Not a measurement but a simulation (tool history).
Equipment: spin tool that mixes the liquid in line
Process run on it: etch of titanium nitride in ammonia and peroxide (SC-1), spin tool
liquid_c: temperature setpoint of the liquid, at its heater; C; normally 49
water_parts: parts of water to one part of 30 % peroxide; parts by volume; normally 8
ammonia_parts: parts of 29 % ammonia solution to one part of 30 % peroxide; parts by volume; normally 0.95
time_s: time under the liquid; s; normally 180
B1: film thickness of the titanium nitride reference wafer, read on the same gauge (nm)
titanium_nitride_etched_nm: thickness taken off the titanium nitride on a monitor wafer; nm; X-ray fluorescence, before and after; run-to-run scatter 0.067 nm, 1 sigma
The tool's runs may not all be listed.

Run 1, hour 0: usual settings; B1 30. Result: titanium_nitride_etched_nm 21.54 nm.
Run 2, hour 21.4: usual settings; B1 30.03. Result: titanium_nitride_etched_nm 21.64 nm.
Run 3, hour 45.9: usual settings; B1 30.01. Result: titanium_nitride_etched_nm 21.63 nm.
Run 4, hour 63.6: usual settings but liquid_c 57 C; B1 30.01. Result: titanium_nitride_etched_nm 37.48 nm.
Run 5, hour 82: usual settings; B1 29.98. Result: titanium_nitride_etched_nm 21.84 nm.
Run 6, hour 106.4: usual settings; B1 30.02. Result: titanium_nitride_etched_nm 21.78 nm.
Run 7, hour 130.9: usual settings; B1 30.02. Result: titanium_nitride_etched_nm 21.73 nm.
Run 8, hour 150.1: usual settings; B1 29.97. Result: titanium_nitride_etched_nm 21.87 nm.
Run 9, hour 173.2: usual settings; B1 29.97. Result: titanium_nitride_etched_nm 21.94 nm.
At hour 195.1: ammonia flow meter replaced.
At hour 198.3: heated supply line repaired.
Run 10, hour 207: usual settings; B1 30. Result: titanium_nitride_etched_nm 21.75 nm.
At hour 212.2: thermometer replaced.
Run 11, hour 219.3: usual settings; B1 29.98. Result: titanium_nitride_etched_nm 20.79 nm.
At hour 236.8: new drum of ammonia solution connected.
Run 12, hour 237.5: usual settings but liquid_c 55.5 C, ammonia_parts 0.8 parts by volume; B1 29.97. Result: titanium_nitride_etched_nm 32.28 nm.
Run 13, hour 269: usual settings but liquid_c 42.5 C; B1 29.98. Result: titanium_nitride_etched_nm 13.33 nm.
Run 14, hour 290: usual settings but liquid_c 41.5 C, water_parts 5 parts by volume, ammonia_parts 1.2 parts by volume; B1 29.99. Result: titanium_nitride_etched_nm 15.85 nm.
Run 15, hour 305.8: usual settings but liquid_c 40.5 C, water_parts 5 parts by volume, ammonia_parts 1.2 parts by volume, time_s 100 s; B1 29.98. Result: titanium_nitride_etched_nm 8.14 nm.
At hour 308.3: gauge calibrated.
Run 16, hour 335: usual settings; B1 29.98. Result: titanium_nitride_etched_nm 21.38 nm.
Run 17, hour 363.4: usual settings; B1 30. Result: titanium_nitride_etched_nm 21.31 nm.
Run 18, hour 376.5: usual settings but liquid_c 54 C; B1 30.01. Result: titanium_nitride_etched_nm 30 nm.
Run 19, hour 389.8: usual settings but liquid_c 39.5 C, ammonia_parts 0.6 parts by volume, time_s 150 s; B1 30.04. Result: titanium_nitride_etched_nm 8.31 nm.
Run 20, hour 409.7: usual settings but liquid_c 41 C, water_parts 11 parts by volume, ammonia_parts 1.2 parts by volume, time_s 120 s; B1 29.99. Result: titanium_nitride_etched_nm 7.1 nm.
Run 21, hour 443.9: usual settings; B1 30. Result: titanium_nitride_etched_nm 21.45 nm.
Run 22, hour 458.4: usual settings but liquid_c 58 C, water_parts 11 parts by volume, ammonia_parts 1.15 parts by volume, time_s 90 s; B1 30.01. Result: titanium_nitride_etched_nm 17.31 nm.

4 options for the next run, each taken on its own from the tool as it stands now. Forecast them:
Run A, hour 458.9: usual settings but liquid_c 39.5 C; B1 ?. Result: titanium_nitride_etched_nm ?.
Run B, hour 458.9: usual settings but liquid_c 39 C, water_parts 6 parts by volume; B1 ?. Result: titanium_nitride_etched_nm ?.
Run C, hour 458.9: usual settings but ammonia_parts 0.6 parts by volume; B1 ?. Result: titanium_nitride_etched_nm ?.
Run D, hour 458.9: usual settings but liquid_c 42.5 C, water_parts 5 parts by volume, ammonia_parts 1.15 parts by volume, time_s 270 s; B1 ?. Result: titanium_nitride_etched_nm ?.

run     B1  titanium_nitride_etched_nm
  A  29.98                       10.83
  B  29.98                       11.95
  C  29.98                       20.01
  D  29.98                       25.71
With no hidden state in the tool, these same runs would have given:
run  titanium_nitride_etched_nm
  A                       10.63
  B                       11.72
  C                       19.68
  D                       25.21
